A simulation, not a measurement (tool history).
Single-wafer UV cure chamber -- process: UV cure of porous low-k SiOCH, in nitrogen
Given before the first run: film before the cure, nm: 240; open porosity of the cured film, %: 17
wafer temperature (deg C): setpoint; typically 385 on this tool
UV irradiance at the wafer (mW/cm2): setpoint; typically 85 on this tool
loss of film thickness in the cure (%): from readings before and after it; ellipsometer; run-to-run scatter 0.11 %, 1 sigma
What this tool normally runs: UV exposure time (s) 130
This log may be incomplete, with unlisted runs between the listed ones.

run     day  wafer temperature (deg C)  UV exposure time (s)  UV irradiance at the wafer (mW/cm2)  wafers since the last listed run  hours since the UV bulbs were replaced  wafers since the quartz window was cleaned  loss of film thickness in the cure (%)
  1   0.000                        385                   130                                   85                                 0                                  1189.7                                         527                                   7.045
  2   0.717                        370                   130                                   85                               143                                  1206.9                                         671                                   6.883
  3   2.154                        370                   130                                   85                               288                                  1241.4                                         959                                   6.867
  4   3.442                        370                   130                                   85                               258                                  1272.3                                        1218                                   6.918
      6.196  -- quartz window cleaned
  5   6.212                        396                   130                                   85                               489                                  1338.8                                           3                                   7.405
  6   7.192                        396                   130                                   85                               196                                  1362.3                                         200                                   7.229
  7   8.179                        396                   130                                   85                               198                                  1386.0                                         398                                   7.108
  8   8.938                        385                   130                                   85                               152                                  1404.2                                         550                                   7.094
  9  10.075                        385                   130                                   85                               228                                  1431.5                                         778                                   7.057
 10  10.946                        385                   130                                   85                               174                                  1452.4                                         953                                   7.096
 11  11.783                        385                   130                                   85                               168                                  1472.5                                        1121                                   7.059
 12  13.000                        396                   130                                   67                               244                                  1501.7                                        1365                                   6.234
     13.812  -- quartz window cleaned
 13  14.358                        371                   105                                  119                               205                                  1534.3                                         109                                   7.345
     14.896  -- UV bulbs replaced
 14  15.675                        403                    60                                   85                               197                                    18.7                                         306                                   6.014
 15  16.346                        401                   130                                   72                               134                                    34.8                                         441                                   8.329
 16  17.117                        385                   130                                   85                               154                                    53.3                                         595                                   8.696
 17  18.354                        385                   130                                  117                               248                                    83.0                                         844                                  10.135
 18  19.600                        385                    55                                  116                               249                                   112.9                                        1093                                   6.365
 19  20.233                        392                   180                                   85                               127                                   128.1                                        1221                                  10.378
     20.762  -- quartz window cleaned
 20  20.900                        385                   130                                   85                                66                                   144.1                                          27                                   8.471
 21  21.738                        371                   195                                   85                               168                                   164.2                                         195                                  10.145
 22  23.042                        395                   160                                  104                               261                                   195.5                                         457                                  10.359
 23  23.575                        385                   130                                   85                               107                                   208.3                                         564                                   8.298

Consider 4 possible next runs. They are alternatives, not a sequence: every one starts from the tool as it was left by run 23. What does each give?
  A  23.592                        385                   130                                   85                                 3                                   208.7                                         567                                       ?
  B  23.592                        401                    65                                   59                                 3                                   208.7                                         567                                       ?
  C  23.592                        397                   130                                   53                                 3                                   208.7                                         567                                       ?
  D  23.592                        374                   170                                   85                                 3                                   208.7                                         567                                       ?

run  loss of film thickness in the cure (%)
  A                                   8.540
  B                                   4.547
  C                                   6.704
  D                                   9.555
Stripped of hidden state, with their random variation kept, the same runs would have yielded:
run  loss of film thickness in the cure (%)
  A                                   9.193
  B                                   5.051
  C                                   7.312
  D                                  10.229
